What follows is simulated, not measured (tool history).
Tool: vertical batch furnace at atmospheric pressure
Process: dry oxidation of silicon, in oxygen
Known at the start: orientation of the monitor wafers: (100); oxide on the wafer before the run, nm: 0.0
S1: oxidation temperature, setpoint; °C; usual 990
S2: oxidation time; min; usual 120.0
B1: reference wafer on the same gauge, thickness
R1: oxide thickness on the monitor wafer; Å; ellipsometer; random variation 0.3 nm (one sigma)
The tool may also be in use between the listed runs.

run 1 day=0.000 | S1=990 S2=153.0 | B1=70.84 | R1=834.6
run 2 day=1.708 | S1=990 S2=153.0 | B1=70.91 | R1=837.6
run 3 day=4.154 | S1=990 S2=153.0 | B1=70.88 | R1=837.2
run 4 day=6.733 | S1=990 S2=143.5 | B1=70.86 | R1=803.7
run 5 day=9.304 | S1=990 S2=143.5 | B1=70.90 | R1=798.7
run 6 day=11.762 | S1=990 S2=143.5 | B1=70.91 | R1=805.8
run 7 day=14.958 | S1=990 S2=120.0 | B1=70.91 | R1=704.7
run 8 day=16.896 | S1=990 S2=120.0 | B1=70.84 | R1=705.4
run 9 day=18.200 | S1=990 S2=120.0 | B1=70.94 | R1=701.7
run 10 day=23.892 | S1=990 S2=120.0 | B1=70.94 | R1=708.4
run 11 day=25.379 | S1=990 S2=120.0 | B1=70.93 | R1=706.4
run 12 day=27.171 | S1=976 S2=120.0 | B1=70.97 | R1=619.5
run 13 day=29.058 | S1=976 S2=120.0 | B1=70.93 | R1=618.5
run 14 day=31.133 | S1=990 S2=120.0 | B1=70.88 | R1=702.3
run 15 day=32.221 | S1=969 S2=138.0 | B1=70.83 | R1=649.3
run 16 day=34.717 | S1=990 S2=136.5 | B1=70.94 | R1=767.6
-- day=36.075 boat lift adjusted
run 17 day=37.121 | S1=990 S2=120.0 | B1=70.96 | R1=706.6
run 18 day=39.238 | S1=990 S2=120.0 | B1=70.95 | R1=705.4
run 19 day=40.933 | S1=978 S2=149.0 | B1=70.85 | R1=731.5
run 20 day=42.567 | S1=990 S2=120.0 | B1=70.89 | R1=705.7
run 21 day=44.900 | S1=1012 S2=139.5 | B1=70.92 | R1=959.0
-- day=45.092 gauge calibrated
-- day=46.600 thermocouples replaced and temperature profile calibrated
run 22 day=46.621 | S1=990 S2=120.0 | B1=70.82 | R1=678.2
run 23 day=48.117 | S1=990 S2=153.0 | B1=70.88 | R1=800.2
run 24 day=50.225 | S1=1003 S2=78.0 | B1=70.85 | R1=574.3
run 25 day=52.771 | S1=990 S2=120.0 | B1=70.98 | R1=676.8
run 26 day=54.083 | S1=971 S2=169.0 | B1=70.87 | R1=733.5
run 27 day=56.600 | S1=980 S2=120.0 | B1=70.91 | R1=617.8
run 28 day=57.758 | S1=997 S2=152.5 | B1=70.87 | R1=858.5
run 29 day=60.392 | S1=1002 S2=178.5 | B1=70.90 | R1=1002.5

Measured less the same run without the tool's hidden state. The same run-to-run variation is in both; the gauge's scatter may not be:
The hidden state here: true tube temperature minus thermocouple reading, K; monitor wafer colder than the profiled boat position, K; gauge reads high (%).
run=1 R1=+36.9
run=2 R1=+37.2
run=3 R1=+37.4
run=4 R1=+36.4
run=5 R1=+36.4
run=6 R1=+36.9
run=7 R1=+33.0
run=8 R1=+33.1
run=9 R1=+33.1
run=10 R1=+33.7
run=11 R1=+33.7
run=12 R1=+24.6
run=13 R1=+24.6
run=14 R1=+33.7
run=15 R1=+24.4
run=16 R1=+36.5
run=17 R1=+34.1
run=18 R1=+34.2
run=19 R1=+30.0
run=20 R1=+34.2
run=21 R1=+43.8
run=22 R1=+1.5
run=23 R1=+3.1
run=24 R1=+3.7
run=25 R1=+6.0
run=26 R1=+5.9
run=27 R1=+6.7
run=28 R1=+11.7
run=29 R1=+15.5
